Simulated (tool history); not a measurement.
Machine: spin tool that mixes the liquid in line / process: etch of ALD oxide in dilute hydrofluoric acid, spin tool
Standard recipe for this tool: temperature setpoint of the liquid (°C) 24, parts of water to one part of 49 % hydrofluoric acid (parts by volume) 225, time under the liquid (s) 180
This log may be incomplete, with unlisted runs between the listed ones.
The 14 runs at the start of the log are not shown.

run	hour	temperature setpoint of the liquid (°C)	parts of water to one part of 49 % hydrofluoric acid (parts by volume)	time under the liquid (s)	read-back film thickness of the ALD oxide reference wafer, read on the same gauge (nm)	thickness taken off the ALD oxide on a monitor wafer (nm)
15	718.8	22.5	225	180	150	9.08
16	743.7	24	225	180	149.97	9.53
17	799.3	24	225	180	150.02	9.56
18	859	26.5	125	120	150.03	14
19	928.7	28	275	130	149.98	6.1
20	967.5	22	180	210	149.99	13.5
21	1008	28.5	170	180	150.01	15.68
22	1051	26.5	275	95	150.01	4.23
23	1176.6	21	260	260	149.95	10.27
24	1232.3	24	225	180	150.01	9.38
# hour 1258: hydrofluoric acid flow meter replaced
25	1276	28.5	225	180	150.01	11.42
# hour 1338.7: thermometer replaced
26	1341.9	20.5	275	260	149.99	9.7
27	1366.1	24	225	180	150	9.75
28	1412.3	27	225	180	150.01	10.73
29	1437.5	24	265	180	150.01	7.93
30	1476.5	28	260	180	150	9.37
31	1544.8	19.5	190	180	150.01	10.11
32	1591.2	22.5	155	180	149.98	14.33
33	1659.9	24	135	180	150	17.82
34	1685.8	24	225	180	150.01	9.62

What if the next run were any one of these 4? Each begins from the tool's condition after run 34:
A	1686.3	27.5	225	180	?	?
B	1686.3	26.5	150	235	?	?
C	1686.3	24	310	255	?	?
D	1686.3	24	225	105	?	?

run	read-back film thickness of the ALD oxide reference wafer, read on the same gauge (nm)	thickness taken off the ALD oxide on a monitor wafer (nm)
A	149.99	10.84
B	149.99	22.37
C	149.99	9.03
D	149.99	5.58
Had the tool no hidden state, the same runs would have come out as:
run	thickness taken off the ALD oxide on a monitor wafer (nm)
A	11.03
B	22.75
C	9.2
D	5.68
